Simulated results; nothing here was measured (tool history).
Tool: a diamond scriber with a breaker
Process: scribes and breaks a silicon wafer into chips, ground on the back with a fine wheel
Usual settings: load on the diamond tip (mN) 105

run    hour  load on the diamond tip (mN)  incoming depth of the damage left on the back of the incoming wafer, um  depth of the median crack under the scribed line (nm)  chips rejected at inspection after the break (%)
  1       0                           105                                                                     2.54                                                  10770                                              4.04
  2    26.4                           105                                                                     2.07                                                  10740                                              3.39
  3    75.8                           125                                                                     2.52                                                  11760                                              2.96
  4     115                           125                                                                     1.84                                                  11850                                              2.39
  5   179.1                           125                                                                     2.18                                                  11640                                              2.59
  6   233.1                            84                                                                     1.94                                                   8740                                              12.1
  7   281.4                            84                                                                      1.5                                                   8530                                             10.89
  8   346.5                            84                                                                      2.6                                                  10060                                              6.42
  9   379.6                            80                                                                     2.73                                                   9330                                              9.81
 10   434.8                            80                                                                     2.27                                                   9130                                             10.75
 11   465.2                            80                                                                     2.14                                                   8890                                             11.29
 12   514.2                           128                                                                     2.42                                                  12330                                              2.79
 13   570.3                           128                                                                     2.29                                                  12370                                              2.75
 14   617.3                           128                                                                     2.09                                                  12010                                              2.52
 15   673.9                           115                                                                     2.23                                                  10880                                              3.11
 16   855.7                            88                                                                     2.94                                                   9230                                             10.31
 17   885.9                            88                                                                     1.54                                                   9110                                              8.09
 18   940.7                            88                                                                     1.71                                                   9060                                              9.01
 19    1012                           105                                                                      2.4                                                  10220                                              4.82
 20  1071.4                            87                                                                     2.18                                                   8940                                             11.04
 21  1135.7                           105                                                                     1.97                                                  11220                                              2.62
 22  1172.7                           135                                                                     2.71                                                  13290                                              4.14
 23  1238.7                            76                                                                     2.99                                                   8230                                             17.18
 24  1306.7                            74                                                                     1.88                                                   8110                                             14.78
 25  1332.9                           131                                                                      2.8                                                  12310                                              3.07
 26  1365.1                            73                                                                     2.67                                                   7990                                             19.95
 27    1412                           133                                                                     1.54                                                  12110                                              2.15
 28  1449.1                            91                                                                     2.27                                                   9240                                              9.44
 29  1537.9                            86                                                                     2.31                                                   9850                                              6.57
 30  1606.3                           121                                                                     1.77                                                  12000                                              2.31
 31  1653.8                            92                                                                     2.75                                                   9660                                              7.67
 32  1722.9                           105                                                                     2.66                                                  10510                                              4.71
 33  1775.1                           124                                                                     2.38                                                  11560                                               2.8
 34  1799.9                            81                                                                     2.89                                                   8500                                             14.76
 35  1833.1                           118                                                                     1.93                                                  11170                                              2.54
 36  1892.2                           127                                                                     1.68                                                  13090                                              3.03
 37  1921.7                           105                                                                     2.07                                                  11330                                              2.81

Not shown: 6 entries that the log had between the listed runs. Between which runs, and how does the tool's hidden state differ before and after?
Between runs 7 and 8: diamond tip replaced by a new one (hour 337.8)
  share of the diamond tip's cutting effectiveness lost through wear, %: 19.9 -> 1.34
  measured less the result without the state, depth of the median crack under the scribed line (nm): -1360 -> -90; chips rejected at inspection after the break (%): +6.34 -> +0.32
Between runs 15 and 16: diamond tip replaced by a new one (hour 710.6)
  share of the diamond tip's cutting effectiveness lost through wear, %: 17.8 -> 15.2
  measured less the result without the state, depth of the median crack under the scribed line (nm): -1520 -> -1070; chips rejected at inspection after the break (%): +0.28 -> +4.55
Between runs 20 and 21: diamond tip replaced by a new one (hour 1088.3)
  share of the diamond tip's cutting effectiveness lost through wear, %: 20.2 -> 7.69
  measured less the result without the state, depth of the median crack under the scribed line (nm): -1450 -> -620; chips rejected at inspection after the break (%): +6.41 -> +0.34
Between runs 28 and 29: load on the tip recalibrated (hour 1486.8); diamond tip replaced by a new one (hour 1497.1)
  share of the diamond tip's cutting effectiveness lost through wear, %: 19.8 -> 5.38
  measured less the result without the state, depth of the median crack under the scribed line (nm): -1460 -> -370; chips rejected at inspection after the break (%): +5.46 -> +1.31
Between runs 35 and 36: diamond tip replaced by a new one (hour 1854.6)
  share of the diamond tip's cutting effectiveness lost through wear, %: 17.9 -> 5.1
  measured less the result without the state, depth of the median crack under the scribed line (nm): -1570 -> -460; chips rejected at inspection after the break (%): -0.26 -> -0.76
